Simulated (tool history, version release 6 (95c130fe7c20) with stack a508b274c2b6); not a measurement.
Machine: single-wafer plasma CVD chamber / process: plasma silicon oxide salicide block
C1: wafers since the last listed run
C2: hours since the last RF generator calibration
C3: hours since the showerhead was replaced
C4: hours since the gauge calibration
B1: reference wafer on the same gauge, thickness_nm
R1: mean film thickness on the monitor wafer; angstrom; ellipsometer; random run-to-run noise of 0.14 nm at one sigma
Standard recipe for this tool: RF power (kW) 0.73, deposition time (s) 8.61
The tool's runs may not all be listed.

run 1 hour=0 | RF_power_(kW)=0.73 deposition_time_(s)=8.61 | C1=0 C2=1688.3 C3=6558 C4=268.5 | B1=82.012 | R1=917.71
run 2 hour=15.6 | RF_power_(kW)=0.73 deposition_time_(s)=8.61 | C1=610 C2=1703.9 C3=6573.6 C4=284.1 | B1=82.023 | R1=915.61
run 3 hour=27.9 | RF_power_(kW)=0.73 deposition_time_(s)=9.46 | C1=481 C2=1716.2 C3=6585.9 C4=296.4 | B1=81.971 | R1=1004.85
run 4 hour=37 | RF_power_(kW)=0.73 deposition_time_(s)=8.61 | C1=356 C2=1725.3 C3=6595 C4=305.5 | B1=81.996 | R1=913.03
run 5 hour=53 | RF_power_(kW)=0.73 deposition_time_(s)=8.61 | C1=626 C2=1741.3 C3=6611 C4=321.5 | B1=81.979 | R1=912.75
run 6 hour=59.6 | RF_power_(kW)=0.73 deposition_time_(s)=8.61 | C1=258 C2=1747.9 C3=6617.6 C4=328.1 | B1=82.026 | R1=912.2
run 7 hour=69.5 | RF_power_(kW)=0.62 deposition_time_(s)=8.61 | C1=387 C2=1757.8 C3=6627.5 C4=338 | B1=82.05 | R1=867.34
run 8 hour=100.8 | RF_power_(kW)=0.62 deposition_time_(s)=8.61 | C1=1225 C2=1789.1 C3=6658.8 C4=369.3 | B1=82.013 | R1=866.02
run 9 hour=113.2 | RF_power_(kW)=0.79 deposition_time_(s)=8.61 | C1=485 C2=1801.5 C3=6671.2 C4=381.7 | B1=82.034 | R1=934.03
run 10 hour=122.4 | RF_power_(kW)=0.79 deposition_time_(s)=8.61 | C1=360 C2=1810.7 C3=6680.4 C4=390.9 | B1=82.041 | R1=935.39
run 11 hour=129.3 | RF_power_(kW)=0.79 deposition_time_(s)=8.61 | C1=270 C2=1817.6 C3=6687.3 C4=397.8 | B1=81.971 | R1=933.98
run 12 hour=138.7 | RF_power_(kW)=0.73 deposition_time_(s)=8.61 | C1=367 C2=1827 C3=6696.7 C4=407.2 | B1=82.005 | R1=911.34
run 13 hour=155.3 | RF_power_(kW)=0.73 deposition_time_(s)=8.61 | C1=649 C2=1843.6 C3=6713.3 C4=423.8 | B1=81.956 | R1=911.96
run 14 hour=161.6 | RF_power_(kW)=0.73 deposition_time_(s)=8.19 | C1=246 C2=1849.9 C3=6719.6 C4=430.1 | B1=82.035 | R1=865.67
-- hour=168.8 gauge calibrated
run 15 hour=171.2 | RF_power_(kW)=0.73 deposition_time_(s)=8.19 | C1=375 C2=1859.5 C3=6729.2 C4=2.4 | B1=81.95 | R1=866.18
run 16 hour=182.9 | RF_power_(kW)=0.73 deposition_time_(s)=8.19 | C1=457 C2=1871.2 C3=6740.9 C4=14.1 | B1=81.968 | R1=865.53
run 17 hour=193.6 | RF_power_(kW)=0.65 deposition_time_(s)=7.83 | C1=418 C2=1881.9 C3=6751.6 C4=24.8 | B1=81.999 | R1=797.47
run 18 hour=205.9 | RF_power_(kW)=0.65 deposition_time_(s)=7.83 | C1=481 C2=1894.2 C3=6763.9 C4=37.1 | B1=82.026 | R1=800.34
-- hour=213.9 RF generator calibrated
run 19 hour=222.3 | RF_power_(kW)=0.65 deposition_time_(s)=7.83 | C1=328 C2=8.4 C3=6780.3 C4=53.5 | B1=81.989 | R1=818.03
run 20 hour=235.8 | RF_power_(kW)=0.62 deposition_time_(s)=9.26 | C1=528 C2=21.9 C3=6793.8 C4=67 | B1=82.018 | R1=952.47
run 21 hour=242.1 | RF_power_(kW)=0.65 deposition_time_(s)=7.52 | C1=246 C2=28.2 C3=6800.1 C4=73.3 | B1=82.002 | R1=785.85
run 22 hour=251.7 | RF_power_(kW)=0.73 deposition_time_(s)=8.61 | C1=375 C2=37.8 C3=6809.7 C4=82.9 | B1=82.002 | R1=931.54
run 23 hour=262.1 | RF_power_(kW)=0.73 deposition_time_(s)=8.61 | C1=407 C2=48.2 C3=6820.1 C4=93.3 | B1=82.012 | R1=932.9
run 24 hour=274 | RF_power_(kW)=0.785 deposition_time_(s)=6.97 | C1=465 C2=60.1 C3=6832 C4=105.2 | B1=81.993 | R1=772.93
run 25 hour=280.6 | RF_power_(kW)=0.665 deposition_time_(s)=10.25 | C1=258 C2=66.7 C3=6838.6 C4=111.8 | B1=81.984 | R1=1079.58
run 26 hour=297.5 | RF_power_(kW)=0.73 deposition_time_(s)=7.89 | C1=661 C2=83.6 C3=6855.5 C4=128.7 | B1=82.003 | R1=852.4
run 27 hour=310.5 | RF_power_(kW)=0.73 deposition_time_(s)=8.61 | C1=508 C2=96.6 C3=6868.5 C4=141.7 | B1=82.022 | R1=931.94
-- hour=332.6 showerhead replaced
run 28 hour=333.1 | RF_power_(kW)=0.64 deposition_time_(s)=7.35 | C1=571 C2=119.2 C3=0.5 C4=164.3 | B1=82.004 | R1=762.32
run 29 hour=339.5 | RF_power_(kW)=0.73 deposition_time_(s)=8.61 | C1=250 C2=125.6 C3=6.9 C4=170.7 | B1=81.98 | R1=930.49
run 30 hour=354.9 | RF_power_(kW)=0.73 deposition_time_(s)=8.19 | C1=602 C2=141 C3=22.3 C4=186.1 | B1=82.007 | R1=887.7
run 31 hour=372.8 | RF_power_(kW)=0.825 deposition_time_(s)=7.16 | C1=700 C2=158.9 C3=40.2 C4=204 | B1=81.968 | R1=804.86
run 32 hour=382.7 | RF_power_(kW)=0.605 deposition_time_(s)=10.27 | C1=387 C2=168.8 C3=50.1 C4=213.9 | B1=82 | R1=1049.1
run 33 hour=397.8 | RF_power_(kW)=0.73 deposition_time_(s)=10.32 | C1=591 C2=183.9 C3=65.2 C4=229 | B1=81.995 | R1=1116.18
run 34 hour=406.5 | RF_power_(kW)=0.73 deposition_time_(s)=8.61 | C1=340 C2=192.6 C3=73.9 C4=237.7 | B1=82.009 | R1=930.24
run 35 hour=424.5 | RF_power_(kW)=0.73 deposition_time_(s)=8.61 | C1=704 C2=210.6 C3=91.9 C4=255.7 | B1=82.02 | R1=929.44
run 36 hour=434.2 | RF_power_(kW)=0.73 deposition_time_(s)=9.77 | C1=379 C2=220.3 C3=101.6 C4=265.4 | B1=81.989 | R1=1054.14
run 37 hour=442 | RF_power_(kW)=0.66 deposition_time_(s)=9.09 | C1=305 C2=228.1 C3=109.4 C4=273.2 | B1=82.009 | R1=953.12
run 38 hour=448.5 | RF_power_(kW)=0.605 deposition_time_(s)=7.9 | C1=254 C2=234.6 C3=115.9 C4=279.7 | B1=81.986 | R1=807
run 39 hour=456.7 | RF_power_(kW)=0.83 deposition_time_(s)=7.32 | C1=320 C2=242.8 C3=124.1 C4=287.9 | B1=82.002 | R1=825.15

What differs in the tool's unlogged condition from the final listed run ahead of each entry between runs to the first listed run following it?
Runs 14 to 15: gauge calibrated (hour 168.8)
  delivered RF power above the setpoint (%): -7.43 -> -7.5
  what was measured, less what the result would be without the hidden state, R1: -20.94 -> -21.16 angstrom
Runs 18 to 19: RF generator calibrated (hour 213.9)
  delivered RF power above the setpoint (%): -7.75 -> -0.643
  what was measured, less what the result would be without the hidden state, R1: -20.25 -> -1.63 angstrom
Runs 27 to 28: showerhead replaced (hour 332.6)
  delivered RF power above the setpoint (%): -0.661 -> -0.67
  what was measured, less what the result would be without the hidden state, R1: -1.92 -> -1.59 angstrom
